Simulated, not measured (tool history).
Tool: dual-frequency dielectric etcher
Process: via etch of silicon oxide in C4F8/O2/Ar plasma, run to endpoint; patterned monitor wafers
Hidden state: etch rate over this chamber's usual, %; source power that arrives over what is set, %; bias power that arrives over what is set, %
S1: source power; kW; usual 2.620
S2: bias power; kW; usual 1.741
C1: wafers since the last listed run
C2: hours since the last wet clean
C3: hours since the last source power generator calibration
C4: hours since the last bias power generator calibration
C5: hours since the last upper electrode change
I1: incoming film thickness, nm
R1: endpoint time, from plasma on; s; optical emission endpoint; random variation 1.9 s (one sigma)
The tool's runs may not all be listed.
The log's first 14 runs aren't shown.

run   hour     S1     S2   C1     C2     C3     C4     C5      I1     R1
     204.3  -- upper electrode replaced
 15  204.8  2.880  1.546    9   30.6   64.3  152.8    0.5  1729.6  282.3
 16  205.2  2.160  1.741    2   31.0   64.7  153.2    0.9  1717.0  295.5
 17  217.5  2.270  2.131   70   43.3   77.0  165.5   13.2  1720.1  275.4
 18  223.9  2.620  1.741   36   49.7   83.4  171.9   19.6  1720.1  279.1
 19  234.9  2.620  1.463   62   60.7   94.4  182.9   30.6  1700.3  295.1
 20  252.8  2.430  2.077  102   78.6  112.3  200.8   48.5  1709.4  268.5
 21  259.4  2.620  1.741   37   85.2  118.9  207.4   55.1  1741.5  282.4
 22  269.0  2.620  2.061   54   94.8  128.5  217.0   64.7  1722.5  261.7
 23  286.3  2.620  1.741   98  112.1  145.8  234.3   82.0  1730.2  281.2
 24  303.6  2.280  1.517   98  129.4  163.1  251.6   99.3  1722.9  311.5
 25  350.5  2.620  1.741  267  176.3  210.0  298.5  146.2  1708.9  278.4
 26  362.3  2.240  1.741   67  188.1  221.8  310.3  158.0  1720.7  300.6
 27  375.9  2.340  1.314   77  201.7  235.4  323.9  171.6  1707.4  324.6
 28  388.6  2.940  2.172   72  214.4  248.1  336.6  184.3  1709.9  250.7
 29  395.6  2.450  1.970   39  221.4  255.1  343.6  191.3  1724.1  276.3
 30  411.3  2.620  1.741   89  237.1  270.8  359.3  207.0  1728.1  284.1
 31  425.3  2.620  1.741   79  251.1  284.8  373.3  221.0  1704.3  280.8
 32  436.9  3.280  1.741   66  262.7  296.4  384.9  232.6  1735.2  269.4
 33  451.3  2.280  1.517   82  277.1  310.8  399.3  247.0  1722.3  316.1

The next listed run, before its measurement:
 34  467.6  2.270  1.519  93  293.4  327.1  415.6  263.3  1703.8   ?

R1: 313.5 s
Without the tool's hidden state the same run would have given R1 305.7 s.

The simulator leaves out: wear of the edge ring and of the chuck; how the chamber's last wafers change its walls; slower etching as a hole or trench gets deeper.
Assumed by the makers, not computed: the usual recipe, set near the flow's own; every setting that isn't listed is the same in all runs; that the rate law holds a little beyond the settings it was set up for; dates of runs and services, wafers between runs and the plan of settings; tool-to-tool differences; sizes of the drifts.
